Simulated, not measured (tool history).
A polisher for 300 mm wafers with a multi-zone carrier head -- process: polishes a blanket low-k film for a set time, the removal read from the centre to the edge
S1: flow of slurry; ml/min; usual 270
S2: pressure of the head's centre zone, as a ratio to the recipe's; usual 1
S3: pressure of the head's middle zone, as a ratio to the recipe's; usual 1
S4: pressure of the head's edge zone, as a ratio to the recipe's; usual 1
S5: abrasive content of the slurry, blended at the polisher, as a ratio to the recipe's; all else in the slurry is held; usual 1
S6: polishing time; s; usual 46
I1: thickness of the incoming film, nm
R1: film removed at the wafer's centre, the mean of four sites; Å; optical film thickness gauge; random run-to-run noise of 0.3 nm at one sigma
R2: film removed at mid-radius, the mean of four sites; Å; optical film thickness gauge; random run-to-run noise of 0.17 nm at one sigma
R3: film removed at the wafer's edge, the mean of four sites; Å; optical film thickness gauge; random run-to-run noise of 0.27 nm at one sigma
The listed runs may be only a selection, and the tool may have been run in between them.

Run 1, hour 0: usual settings but S4 0.93, S6 61 s; I1 776.8. Result: R1 262 Å, R2 266 Å, R3 272 Å.
At hour 18.1: edge zone pressure recalibrated.
Run 2, hour 25.4: usual settings but S2 1.09; I1 779. Result: R1 219 Å, R2 201 Å, R3 203 Å.
At hour 35.1: worn pad replaced by a new one.
Run 3, hour 43.3: usual settings but S1 200 ml/min, S2 1.07, S3 1.06, S5 1.1; I1 771.1. Result: R1 205 Å, R2 203 Å, R3 201 Å.
Run 4, hour 73.4: usual settings but S6 41 s; I1 787.2. Result: R1 176 Å, R2 174 Å, R3 181 Å.
Run 5, hour 93.5: usual settings but S1 190 ml/min, S3 0.9, S5 1.2, S6 38 s; I1 784.4. Result: R1 158 Å, R2 147 Å, R3 169 Å.
Run 6, hour 111: usual settings; I1 773.1. Result: R1 194 Å, R2 196 Å, R3 206 Å.
Run 7, hour 136.3: usual settings but S3 1.03; I1 777.3. Result: R1 189 Å, R2 199 Å, R3 200 Å.
Run 8, hour 158.8: usual settings but S3 1.05, S4 1.11; I1 783.6. Result: R1 186 Å, R2 201 Å, R3 211 Å.
Run 9, hour 230.8: usual settings but S4 0.9; I1 790.9. Result: R1 181 Å, R2 188 Å, R3 187 Å.
At hour 247.1: centre zone pressure recalibrated.
At hour 248: slurry nozzle cleaned.
At hour 284.2: worn pad replaced by a new one.
Run 10, hour 327.6: usual settings but S3 1.04, S6 42 s; I1 779.5. Result: R1 192 Å, R2 200 Å, R3 195 Å.
Run 11, hour 360.5: usual settings but S1 310 ml/min, S6 39 s; I1 768. Result: R1 183 Å, R2 183 Å, R3 181 Å.
Run 12, hour 386.5: usual settings but S3 1.05, S5 0.85; I1 775.3. Result: R1 202 Å, R2 207 Å, R3 202 Å.
Run 13, hour 399.4: usual settings but S1 360 ml/min, S4 1.05; I1 774.1. Result: R1 213 Å, R2 220 Å, R3 219 Å.
Run 14, hour 434.2: usual settings but S1 365 ml/min, S3 0.92; I1 776.2. Result: R1 214 Å, R2 205 Å, R3 222 Å.
Run 15, hour 454.3: usual settings but S6 31 s; I1 794.6. Result: R1 145 Å, R2 143 Å, R3 146 Å.
Run 16, hour 488.2: usual settings; I1 781.2. Result: R1 207 Å, R2 212 Å, R3 215 Å.
Run 17, hour 504.5: usual settings but S3 0.97, S6 42 s; I1 777.5. Result: R1 189 Å, R2 188 Å, R3 193 Å.
Run 18, hour 520.7: usual settings but S3 1.11, S4 0.88; I1 784.5. Result: R1 212 Å, R2 228 Å, R3 205 Å.
At hour 531.6: worn pad replaced by a new one.
Run 19, hour 544: usual settings but S3 1.04, S6 42 s; I1 776.7. Result: R1 186 Å, R2 200 Å, R3 191 Å.
Run 20, hour 558.3: usual settings; I1 773.8. Result: R1 206 Å, R2 211 Å, R3 207 Å.
Run 21, hour 579.2: usual settings but S5 0.9, S6 52 s; I1 783.4. Result: R1 221 Å, R2 224 Å, R3 222 Å.

Alternative continuations, all from the tool just after run 21; predict every row:
Run A, hour 579.6: usual settings but S4 1.09; I1 779.8. Result: R1 ?, R2 ?, R3 ?.
Run B, hour 579.6: usual settings but S3 1.08, S4 0.91; I1 779.8. Result: R1 ?, R2 ?, R3 ?.
Run C, hour 579.6: usual settings but S3 1.04, S4 1.06, S5 1.15, S6 38 s; I1 779.8. Result: R1 ?, R2 ?, R3 ?.
Run D, hour 579.6: usual settings but S2 1.11, S5 1.25; I1 779.8. Result: R1 ?, R2 ?, R3 ?.
Run E, hour 579.6: usual settings but S1 360 ml/min, S3 1.07, S4 1.04; I1 779.8. Result: R1 ?, R2 ?, R3 ?.

run   R1   R2   R3
  A  212  209  218
  B  213  223  203
  C  186  189  188
  D  258  228  230
  E  221  229  219
Take away the tool's hidden state, keep each run's random variation, and the runs would have read:
run   R1   R2   R3
  A  216  212  221
  B  217  227  206
  C  189  192  191
  D  263  232  233
  E  224  232  221
